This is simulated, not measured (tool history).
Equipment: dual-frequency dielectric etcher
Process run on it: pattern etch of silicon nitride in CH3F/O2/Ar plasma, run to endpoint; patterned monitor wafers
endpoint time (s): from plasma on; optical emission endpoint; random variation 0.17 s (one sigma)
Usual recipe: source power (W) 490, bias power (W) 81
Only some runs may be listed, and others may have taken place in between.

run	hour	source power (W)	bias power (W)	wafers since the last listed run	hours since the last wet clean	hours since the last source power generator calibration	hours since the last bias power generator calibration	hours since the last upper electrode change	incoming incoming film thickness, nm	endpoint time (s)
1	0	490	81	0	310.7	4570.7	3627.8	2466.3	22.48	26.6
2	12.1	490	81	131	322.8	4582.8	3639.9	2478.4	22.34	26.3
3	28.9	490	81	182	339.6	4599.6	3656.7	2495.2	22.57	26.7
4	55.7	490	85	290	366.4	4626.4	3683.5	2522	22.25	25.7
5	70.5	490	85	160	381.2	4641.2	3698.3	2536.8	22.43	26.2
6	82.2	490	85	126	392.9	4652.9	3710	2548.5	22.38	26.3
7	94.5	490	81	133	405.2	4665.2	3722.3	2560.8	22.57	26.6
8	106	490	81	124	416.7	4676.7	3733.8	2572.3	22.29	26.7
# hour 137.3: upper electrode replaced
9	137.8	490	81	84	448.5	4708.5	3765.6	0.5	22.29	27
10	138.2	490	81	4	448.9	4708.9	3766	0.9	22.52	26.9
11	138.5	550	95	3	449.2	4709.2	3766.3	1.2	22.15	24.1
12	150.7	400	71	132	461.4	4721.4	3778.5	13.4	22.27	30.2
# hour 175: wet clean of the chamber
# hour 183.7: source power generator calibrated
13	193.6	490	81	161	18.6	9.9	3821.4	56.3	22.21	24
14	206.3	490	85	137	31.3	22.6	3834.1	69	22.25	23.7
# hour 230.6: bias power generator calibrated
# hour 232.8: wet clean of the chamber, repeated, since the last time left the tool worse
15	233.3	550	95	225	0.5	49.6	2.7	96	22.21	23
16	233.6	600	70	3	0.8	49.9	3	96.3	22.45	25.2
17	243.1	490	88	103	10.3	59.4	12.5	105.8	22.45	24.9
18	252.2	490	81	98	19.4	68.5	21.6	114.9	22.31	26

Expected results for the next run?
19	261.9	580	92	105	29.1	78.2	31.3	124.6	22.3	?

{"run 19": {"endpoint time (s)": 23}}
Had the tool carried no hidden state, the very same run would have given endpoint time (s) 23.
